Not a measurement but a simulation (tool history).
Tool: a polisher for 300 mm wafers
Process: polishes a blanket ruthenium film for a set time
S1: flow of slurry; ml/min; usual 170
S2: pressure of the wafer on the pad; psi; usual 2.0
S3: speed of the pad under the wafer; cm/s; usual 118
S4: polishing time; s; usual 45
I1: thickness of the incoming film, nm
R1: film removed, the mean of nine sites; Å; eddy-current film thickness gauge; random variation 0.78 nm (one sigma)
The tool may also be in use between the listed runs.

run,hour,S1,S2,S3,S4,I1,R1
1,0.0,170,2.4,118,45,288.4,790
2,26.6,170,2.0,118,45,288.7,653
3,52.2,170,2.3,118,45,289.2,752
# hour 58.4: slurry nozzle cleaned
4,77.4,170,2.0,108,45,288.3,607
5,90.9,170,2.0,108,45,291.6,600
6,106.6,170,2.0,108,45,287.5,593
# hour 113.3: worn pad replaced by a new one
7,129.5,170,2.0,118,39,289.5,560
8,163.7,170,2.0,142,45,288.7,763
9,187.7,170,2.0,142,45,291.9,780
10,218.7,170,2.5,118,32,288.9,574
# hour 280.8: slurry nozzle cleaned
11,298.5,205,2.0,118,45,295.6,646
12,331.7,205,2.0,118,45,290.2,653
# hour 351.4: worn pad replaced by a new one
13,364.7,170,2.0,118,41,290.1,588
14,390.6,170,2.0,118,41,292.2,581
15,426.3,170,2.0,118,45,286.3,635
16,440.5,145,2.7,118,38,287.7,696
17,461.4,140,1.4,118,31,288.2,293
# hour 497.7: head pressure recalibrated
# hour 504.2: slurry nozzle cleaned
18,554.9,140,1.7,98,56,293.0,609
19,585.9,140,2.0,88,45,287.6,527
# hour 590.6: worn pad replaced by a new one
20,616.2,170,1.5,118,45,292.1,525

Forecast run 21:
21,629.6,170,2.0,118,45,287.7,?

{"run 21": {"R1": 689}}
Without the tool's hidden state the same run would have given R1 695 Å.
